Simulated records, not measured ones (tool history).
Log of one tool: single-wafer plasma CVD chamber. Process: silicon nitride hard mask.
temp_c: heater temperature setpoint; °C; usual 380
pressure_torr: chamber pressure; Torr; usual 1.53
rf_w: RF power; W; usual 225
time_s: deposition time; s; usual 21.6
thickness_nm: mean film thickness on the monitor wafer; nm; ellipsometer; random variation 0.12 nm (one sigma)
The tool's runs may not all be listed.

| run | hour | temp_c | pressure_torr | rf_w | time_s | wafers since the last listed run | hours since the last thermocouple change | hours since the last RF generator calibration | hours since the last manometer calibration | hours since the showerhead was replaced | hours since the gauge calibration | read-back reference wafer on the same gauge, thickness_nm | thickness_nm |
|---|---|---|---|---|---|---|---|---|---|---|---|---|---|
| 1 | 0 | 380 | 1.53 | 225 | 23 | 0 | 1744.1 | 1005.5 | 867 | 3824.7 | 1217.8 | 21.447 | 23.551 |
| 2 | 30.3 | 380 | 1.32 | 225 | 21.6 | 426 | 1774.4 | 1035.8 | 897.3 | 3855 | 1248.1 | 21.489 | 21.229 |
| 3 | 46.4 | 380 | 1.32 | 225 | 21.6 | 226 | 1790.5 | 1051.9 | 913.4 | 3871.1 | 1264.2 | 21.447 | 21.334 |
| 4 | 81.2 | 380 | 1.32 | 225 | 21.6 | 490 | 1825.3 | 1086.7 | 948.2 | 3905.9 | 1299 | 21.488 | 21.249 |
|  | 83.7 | gauge calibrated |
| 5 | 101.2 | 380 | 1.53 | 225 | 21.6 | 281 | 1845.3 | 1106.7 | 968.2 | 3925.9 | 17.5 | 21.49 | 21.878 |
| 6 | 137 | 380 | 1.53 | 225 | 21.6 | 504 | 1881.1 | 1142.5 | 1004 | 3961.7 | 53.3 | 21.549 | 22.08 |
| 7 | 166.1 | 380 | 1.53 | 225 | 21.6 | 410 | 1910.2 | 1171.6 | 1033.1 | 3990.8 | 82.4 | 21.479 | 21.799 |
| 8 | 201 | 380 | 1.53 | 225 | 21.6 | 491 | 1945.1 | 1206.5 | 1068 | 4025.7 | 117.3 | 21.519 | 21.934 |
| 9 | 221.9 | 370 | 1.39 | 255 | 17.9 | 294 | 1966 | 1227.4 | 1088.9 | 4046.6 | 138.2 | 21.501 | 19.732 |
| 10 | 252 | 380 | 1.53 | 225 | 21.6 | 424 | 1996.1 | 1257.5 | 1119 | 4076.7 | 168.3 | 21.489 | 21.632 |
| 11 | 265.4 | 380 | 1.42 | 225 | 21.6 | 188 | 2009.5 | 1270.9 | 1132.4 | 4090.1 | 181.7 | 21.471 | 21.19 |
| 12 | 278.6 | 391 | 1.53 | 225 | 21.6 | 186 | 2022.7 | 1284.1 | 1145.6 | 4103.3 | 194.9 | 21.484 | 21.657 |
| 13 | 303 | 380 | 1.53 | 190 | 21.6 | 343 | 2047.1 | 1308.5 | 1170 | 4127.7 | 219.3 | 21.501 | 18.568 |
| 14 | 334.1 | 380 | 1.53 | 225 | 21.6 | 438 | 2078.2 | 1339.6 | 1201.1 | 4158.8 | 250.4 | 21.479 | 21.499 |
| 15 | 361.2 | 380 | 1.84 | 225 | 21.6 | 381 | 2105.3 | 1366.7 | 1228.2 | 4185.9 | 277.5 | 21.488 | 22.516 |
|  | 382.3 | RF generator calibrated |
| 16 | 390.5 | 380 | 1.76 | 260 | 21.6 | 300 | 2134.6 | 8.2 | 1257.5 | 4215.2 | 306.8 | 21.496 | 26.435 |
| 17 | 410.9 | 380 | 1.53 | 245 | 21.6 | 287 | 2155 | 28.6 | 1277.9 | 4235.6 | 327.2 | 21.479 | 24.421 |
|  | 420 | showerhead replaced |
|  | 429.3 | capacitance manometer re-zeroed and calibrated |
| 18 | 429.8 | 373 | 1.84 | 185 | 21.6 | 40 | 2173.9 | 47.5 | 0.5 | 9.8 | 346.1 | 21.452 | 19.669 |
| 19 | 455.8 | 380 | 1.53 | 225 | 21.6 | 366 | 2199.9 | 73.5 | 26.5 | 35.8 | 372.1 | 21.514 | 22.716 |
| 20 | 474.6 | 380 | 1.85 | 225 | 25.6 | 264 | 2218.7 | 92.3 | 45.3 | 54.6 | 390.9 | 21.447 | 27.97 |
| 21 | 494.4 | 380 | 1.53 | 225 | 21.6 | 279 | 2238.5 | 112.1 | 65.1 | 74.4 | 410.7 | 21.476 | 22.679 |
|  | 503.8 | thermocouple changed; heater temperature recalibrated |
| 22 | 528 | 380 | 1.53 | 225 | 19.2 | 360 | 24.2 | 145.7 | 98.7 | 108 | 444.3 | 21.497 | 20.254 |
| 23 | 551.6 | 380 | 1.86 | 225 | 21.6 | 332 | 47.8 | 169.3 | 122.3 | 131.6 | 467.9 | 21.477 | 23.837 |
| 24 | 579.8 | 380 | 1.53 | 260 | 21.6 | 397 | 76 | 197.5 | 150.5 | 159.8 | 496.1 | 21.495 | 25.708 |
| 25 | 612 | 380 | 1.53 | 225 | 21.6 | 453 | 108.2 | 229.7 | 182.7 | 192 | 528.3 | 21.52 | 22.558 |
| 26 | 644.2 | 392 | 1.36 | 200 | 17.9 | 453 | 140.4 | 261.9 | 214.9 | 224.2 | 560.5 | 21.521 | 16.404 |
| 27 | 669.8 | 370 | 1.35 | 240 | 19.1 | 360 | 166 | 287.5 | 240.5 | 249.8 | 586.1 | 21.489 | 20.5 |
| 28 | 699.5 | 390 | 1.33 | 240 | 21.6 | 418 | 195.7 | 317.2 | 270.2 | 279.5 | 615.8 | 21.525 | 23.001 |
| 29 | 717.6 | 380 | 1.89 | 225 | 17.5 | 255 | 213.8 | 335.3 | 288.3 | 297.6 | 633.9 | 21.499 | 19.252 |
| 30 | 736.7 | 380 | 1.53 | 225 | 21.6 | 269 | 232.9 | 354.4 | 307.4 | 316.7 | 653 | 21.511 | 22.709 |

Forecast each of these 3 alternatives for the next run:
| A | 737.1 | 387 | 1.53 | 225 | 21.6 | 5 | 233.3 | 354.8 | 307.8 | 317.1 | 653.4 | ? | ? |
| B | 737.1 | 380 | 1.53 | 185 | 21.6 | 5 | 233.3 | 354.8 | 307.8 | 317.1 | 653.4 | ? | ? |
| C | 737.1 | 380 | 1.53 | 260 | 18.7 | 5 | 233.3 | 354.8 | 307.8 | 317.1 | 653.4 | ? | ? |

| run | read-back reference wafer on the same gauge, thickness_nm | thickness_nm |
|---|---|---|
| A | 21.514 | 22.416 |
| B | 21.514 | 18.756 |
| C | 21.514 | 22.016 |
Without the tool's hidden state the same runs would have given:
| run | thickness_nm |
|---|---|
| A | 22.706 |
| B | 19.011 |
| C | 22.286 |

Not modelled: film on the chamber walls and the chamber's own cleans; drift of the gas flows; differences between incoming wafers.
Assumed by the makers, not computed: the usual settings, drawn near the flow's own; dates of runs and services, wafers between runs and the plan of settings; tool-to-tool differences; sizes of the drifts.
